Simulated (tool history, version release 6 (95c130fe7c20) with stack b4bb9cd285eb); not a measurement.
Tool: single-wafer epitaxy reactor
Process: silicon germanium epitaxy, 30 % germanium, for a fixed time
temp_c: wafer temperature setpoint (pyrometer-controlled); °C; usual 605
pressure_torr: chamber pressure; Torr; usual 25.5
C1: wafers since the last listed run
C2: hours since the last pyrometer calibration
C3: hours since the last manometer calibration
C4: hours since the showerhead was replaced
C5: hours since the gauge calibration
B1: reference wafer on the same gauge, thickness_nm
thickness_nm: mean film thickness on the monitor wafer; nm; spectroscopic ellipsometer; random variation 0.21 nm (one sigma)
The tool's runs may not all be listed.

{"run": 1, "hour": 0.0, "temp_c": 598, "pressure_torr": 30.2, "C1": 0, "C2": 1455.6, "C3": 1573.2, "C4": 7323, "C5": 208.4, "B1": 66.815, "thickness_nm": 73.029}
{"run": 2, "hour": 30.6, "temp_c": 598, "pressure_torr": 30.2, "C1": 790, "C2": 1486.2, "C3": 1603.8, "C4": 7353.6, "C5": 239, "B1": 66.818, "thickness_nm": 72.992}
{"run": 3, "hour": 59.7, "temp_c": 616, "pressure_torr": 26.9, "C1": 751, "C2": 1515.3, "C3": 1632.9, "C4": 7382.7, "C5": 268.1, "B1": 66.766, "thickness_nm": 99.416}
{"run": 4, "hour": 83.2, "temp_c": 616, "pressure_torr": 26.9, "C1": 606, "C2": 1538.8, "C3": 1656.4, "C4": 7406.2, "C5": 291.6, "B1": 66.801, "thickness_nm": 99.133}
{"run": 5, "hour": 102.3, "temp_c": 605, "pressure_torr": 25.5, "C1": 493, "C2": 1557.9, "C3": 1675.5, "C4": 7425.3, "C5": 310.7, "B1": 66.778, "thickness_nm": 80.373}
{"run": 6, "hour": 136.8, "temp_c": 605, "pressure_torr": 25.5, "C1": 890, "C2": 1592.4, "C3": 1710, "C4": 7459.8, "C5": 345.2, "B1": 66.79, "thickness_nm": 80.212}
{"run": 7, "hour": 171.6, "temp_c": 605, "pressure_torr": 25.5, "C1": 898, "C2": 1627.2, "C3": 1744.8, "C4": 7494.6, "C5": 380, "B1": 66.793, "thickness_nm": 80.476}
{"run": 8, "hour": 204.7, "temp_c": 605, "pressure_torr": 25.5, "C1": 854, "C2": 1660.3, "C3": 1777.9, "C4": 7527.7, "C5": 413.1, "B1": 66.819, "thickness_nm": 80.401}
{"run": 9, "hour": 223.6, "temp_c": 605, "pressure_torr": 25.5, "C1": 488, "C2": 1679.2, "C3": 1796.8, "C4": 7546.6, "C5": 432, "B1": 66.817, "thickness_nm": 80.568}
{"run": 10, "hour": 256.5, "temp_c": 605, "pressure_torr": 25.5, "C1": 849, "C2": 1712.1, "C3": 1829.7, "C4": 7579.5, "C5": 464.9, "B1": 66.744, "thickness_nm": 80.775}
{"run": 11, "hour": 287.3, "temp_c": 605, "pressure_torr": 25.5, "C1": 795, "C2": 1742.9, "C3": 1860.5, "C4": 7610.3, "C5": 495.7, "B1": 66.78, "thickness_nm": 80.714}
{"hour": 313.5, "done": "gauge calibrated"}
{"run": 12, "hour": 322.2, "temp_c": 594, "pressure_torr": 25.5, "C1": 901, "C2": 1777.8, "C3": 1895.4, "C4": 7645.2, "C5": 8.7, "B1": 66.787, "thickness_nm": 65.9}
{"run": 13, "hour": 342.9, "temp_c": 594, "pressure_torr": 25.5, "C1": 534, "C2": 1798.5, "C3": 1916.1, "C4": 7665.9, "C5": 29.4, "B1": 66.781, "thickness_nm": 65.616}
{"run": 14, "hour": 361.7, "temp_c": 605, "pressure_torr": 25.5, "C1": 485, "C2": 1817.3, "C3": 1934.9, "C4": 7684.7, "C5": 48.2, "B1": 66.856, "thickness_nm": 80.817}
{"run": 15, "hour": 374.5, "temp_c": 605, "pressure_torr": 25.5, "C1": 330, "C2": 1830.1, "C3": 1947.7, "C4": 7697.5, "C5": 61, "B1": 66.873, "thickness_nm": 80.954}
{"run": 16, "hour": 396.8, "temp_c": 605, "pressure_torr": 29.3, "C1": 575, "C2": 1852.4, "C3": 1970, "C4": 7719.8, "C5": 83.3, "B1": 66.802, "thickness_nm": 83.141}
{"hour": 418.2, "done": "capacitance manometer re-zeroed and calibrated"}
{"run": 17, "hour": 426.5, "temp_c": 605, "pressure_torr": 29.3, "C1": 560, "C2": 1882.1, "C3": 8.3, "C4": 7749.5, "C5": 113, "B1": 66.806, "thickness_nm": 83.153}
{"run": 18, "hour": 443.1, "temp_c": 617, "pressure_torr": 31.8, "C1": 428, "C2": 1898.7, "C3": 24.9, "C4": 7766.1, "C5": 129.6, "B1": 66.796, "thickness_nm": 105.3}
{"run": 19, "hour": 464.5, "temp_c": 610, "pressure_torr": 22.6, "C1": 552, "C2": 1920.1, "C3": 46.3, "C4": 7787.5, "C5": 151, "B1": 66.79, "thickness_nm": 86.502}
{"run": 20, "hour": 485.8, "temp_c": 605, "pressure_torr": 25.5, "C1": 550, "C2": 1941.4, "C3": 67.6, "C4": 7808.8, "C5": 172.3, "B1": 66.821, "thickness_nm": 80.661}
{"run": 21, "hour": 514.5, "temp_c": 605, "pressure_torr": 25.5, "C1": 741, "C2": 1970.1, "C3": 96.3, "C4": 7837.5, "C5": 201, "B1": 66.873, "thickness_nm": 80.477}
{"run": 22, "hour": 534.1, "temp_c": 617, "pressure_torr": 23, "C1": 506, "C2": 1989.7, "C3": 115.9, "C4": 7857.1, "C5": 220.6, "B1": 66.8, "thickness_nm": 98.677}
{"run": 23, "hour": 557.2, "temp_c": 605, "pressure_torr": 25.5, "C1": 596, "C2": 2012.8, "C3": 139, "C4": 7880.2, "C5": 243.7, "B1": 66.823, "thickness_nm": 80.807}
{"run": 24, "hour": 582.0, "temp_c": 601, "pressure_torr": 27.9, "C1": 640, "C2": 2037.6, "C3": 163.8, "C4": 7905, "C5": 268.5, "B1": 66.839, "thickness_nm": 76.537}
{"run": 25, "hour": 597.5, "temp_c": 605, "pressure_torr": 30.4, "C1": 400, "C2": 2053.1, "C3": 179.3, "C4": 7920.5, "C5": 284, "B1": 66.855, "thickness_nm": 83.873}
{"run": 26, "hour": 627.6, "temp_c": 592, "pressure_torr": 21.1, "C1": 777, "C2": 2083.2, "C3": 209.4, "C4": 7950.6, "C5": 314.1, "B1": 66.804, "thickness_nm": 60.991}
{"hour": 640.9, "done": "pyrometer calibrated"}
{"hour": 643.5, "done": "showerhead replaced"}
{"run": 27, "hour": 644.0, "temp_c": 593, "pressure_torr": 29.2, "C1": 149, "C2": 3.1, "C3": 225.8, "C4": 0.5, "C5": 330.5, "B1": 66.801, "thickness_nm": 61.347}
{"run": 28, "hour": 669.7, "temp_c": 605, "pressure_torr": 30.5, "C1": 663, "C2": 28.8, "C3": 251.5, "C4": 26.2, "C5": 356.2, "B1": 66.873, "thickness_nm": 77.702}
{"run": 29, "hour": 700.9, "temp_c": 595, "pressure_torr": 30.7, "C1": 805, "C2": 60, "C3": 282.7, "C4": 57.4, "C5": 387.4, "B1": 66.782, "thickness_nm": 64.561}
{"run": 30, "hour": 768.6, "temp_c": 605, "pressure_torr": 25.5, "C1": 1748, "C2": 127.7, "C3": 350.4, "C4": 125.1, "C5": 455.1, "B1": 66.818, "thickness_nm": 75.51}
{"run": 31, "hour": 785.9, "temp_c": 605, "pressure_torr": 21.5, "C1": 446, "C2": 145, "C3": 367.7, "C4": 142.4, "C5": 472.4, "B1": 66.816, "thickness_nm": 73.361}
{"run": 32, "hour": 807.7, "temp_c": 601, "pressure_torr": 25.5, "C1": 562, "C2": 166.8, "C3": 389.5, "C4": 164.2, "C5": 494.2, "B1": 66.845, "thickness_nm": 70.15}
{"run": 33, "hour": 837.5, "temp_c": 614, "pressure_torr": 25.5, "C1": 769, "C2": 196.6, "C3": 419.3, "C4": 194, "C5": 524, "B1": 66.818, "thickness_nm": 89.265}
{"run": 34, "hour": 871.2, "temp_c": 614, "pressure_torr": 28.9, "C1": 870, "C2": 230.3, "C3": 453, "C4": 227.7, "C5": 557.7, "B1": 66.785, "thickness_nm": 92.227}
{"run": 35, "hour": 895.9, "temp_c": 609, "pressure_torr": 22.2, "C1": 637, "C2": 255, "C3": 477.7, "C4": 252.4, "C5": 582.4, "B1": 66.746, "thickness_nm": 79.502}

4 ways to go on from here, each from the tool as it stands after run 35. What would each give?
{"run": "A", "hour": 896.3, "temp_c": 613, "pressure_torr": 25.5, "C1": 10, "C2": 255.4, "C3": 478.1, "C4": 252.8, "C5": 582.8, "B1": "?", "thickness_nm": "?"}
{"run": "B", "hour": 896.3, "temp_c": 592, "pressure_torr": 29.6, "C1": 10, "C2": 255.4, "C3": 478.1, "C4": 252.8, "C5": 582.8, "B1": "?", "thickness_nm": "?"}
{"run": "C", "hour": 896.3, "temp_c": 594, "pressure_torr": 22.7, "C1": 10, "C2": 255.4, "C3": 478.1, "C4": 252.8, "C5": 582.8, "B1": "?", "thickness_nm": "?"}
{"run": "D", "hour": 896.3, "temp_c": 605, "pressure_torr": 22, "C1": 10, "C2": 255.4, "C3": 478.1, "C4": 252.8, "C5": 582.8, "B1": "?", "thickness_nm": "?"}

run=A B1=66.766 thickness_nm=87.948
run=B B1=66.766 thickness_nm=61.339
run=C B1=66.766 thickness_nm=60.401
run=D B1=66.766 thickness_nm=73.812
Without the tool's hidden state the same runs would have given:
run=A thickness_nm=85.628
run=B thickness_nm=59.64
run=C thickness_nm=58.736
run=D thickness_nm=71.829
